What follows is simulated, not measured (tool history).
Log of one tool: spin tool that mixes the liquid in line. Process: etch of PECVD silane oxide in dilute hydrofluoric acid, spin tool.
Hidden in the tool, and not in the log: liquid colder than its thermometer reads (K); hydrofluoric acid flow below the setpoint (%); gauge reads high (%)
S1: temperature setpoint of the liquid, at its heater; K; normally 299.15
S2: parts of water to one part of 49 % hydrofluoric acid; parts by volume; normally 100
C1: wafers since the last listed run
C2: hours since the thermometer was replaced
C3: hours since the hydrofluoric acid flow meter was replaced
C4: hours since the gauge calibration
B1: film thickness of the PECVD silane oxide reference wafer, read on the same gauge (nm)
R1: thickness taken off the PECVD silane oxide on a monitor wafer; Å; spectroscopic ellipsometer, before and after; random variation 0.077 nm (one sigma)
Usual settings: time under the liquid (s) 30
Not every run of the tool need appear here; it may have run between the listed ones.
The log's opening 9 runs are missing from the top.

run 10 hour=135 | S1=299.15 S2=130 time_under_the_liquid_(s)=30 | C1=152 C2=1023.2 C3=1138.8 C4=251.2 | B1=80.01 | R1=58.8
run 11 hour=151.7 | S1=299.15 S2=110 time_under_the_liquid_(s)=30 | C1=179 C2=1039.9 C3=1155.5 C4=267.9 | B1=79.98 | R1=71.7
run 12 hour=165.7 | S1=299.15 S2=110 time_under_the_liquid_(s)=30 | C1=150 C2=1053.9 C3=1169.5 C4=281.9 | B1=80.04 | R1=72.1
run 13 hour=183.6 | S1=299.15 S2=110 time_under_the_liquid_(s)=30 | C1=192 C2=1071.8 C3=1187.4 C4=299.8 | B1=80.05 | R1=70.7
-- hour=191.3 gauge calibrated
run 14 hour=200.7 | S1=299.15 S2=100 time_under_the_liquid_(s)=30 | C1=183 C2=1088.9 C3=1204.5 C4=9.4 | B1=80.01 | R1=78.7
run 15 hour=218.5 | S1=299.15 S2=100 time_under_the_liquid_(s)=30 | C1=191 C2=1106.7 C3=1222.3 C4=27.2 | B1=79.97 | R1=78.1
run 16 hour=231.5 | S1=299.15 S2=100 time_under_the_liquid_(s)=30 | C1=139 C2=1119.7 C3=1235.3 C4=40.2 | B1=79.97 | R1=78.7
run 17 hour=239.9 | S1=296.65 S2=120 time_under_the_liquid_(s)=40 | C1=90 C2=1128.1 C3=1243.7 C4=48.6 | B1=80.03 | R1=78.4
-- hour=268.5 hydrofluoric acid flow meter replaced
run 18 hour=280 | S1=294.15 S2=55 time_under_the_liquid_(s)=30 | C1=420 C2=1168.2 C3=11.5 C4=88.7 | B1=80.01 | R1=122.9
run 19 hour=292.4 | S1=299.15 S2=100 time_under_the_liquid_(s)=25 | C1=133 C2=1180.6 C3=23.9 C4=101.1 | B1=80 | R1=65.6
run 20 hour=305.2 | S1=297.65 S2=100 time_under_the_liquid_(s)=30 | C1=137 C2=1193.4 C3=36.7 C4=113.9 | B1=80.03 | R1=73.2
-- hour=323.5 thermometer replaced
run 21 hour=324 | S1=299.15 S2=80 time_under_the_liquid_(s)=30 | C1=191 C2=0.5 C3=55.5 C4=132.7 | B1=79.97 | R1=110.5
run 22 hour=334.3 | S1=299.15 S2=100 time_under_the_liquid_(s)=30 | C1=110 C2=10.8 C3=65.8 C4=143 | B1=80.01 | R1=86.4

Estimate the outcome of run 23 from the log above:
run 23 hour=352 | S1=299.15 S2=100 time_under_the_liquid_(s)=30 | C1=190 C2=28.5 C3=83.5 C4=160.7 | B1=? | R1=?

B1: 80.01
R1: 84.8 Å
With the hidden condition absent and the run-to-run variation left alone, this run would have shown R1 85.3 Å.
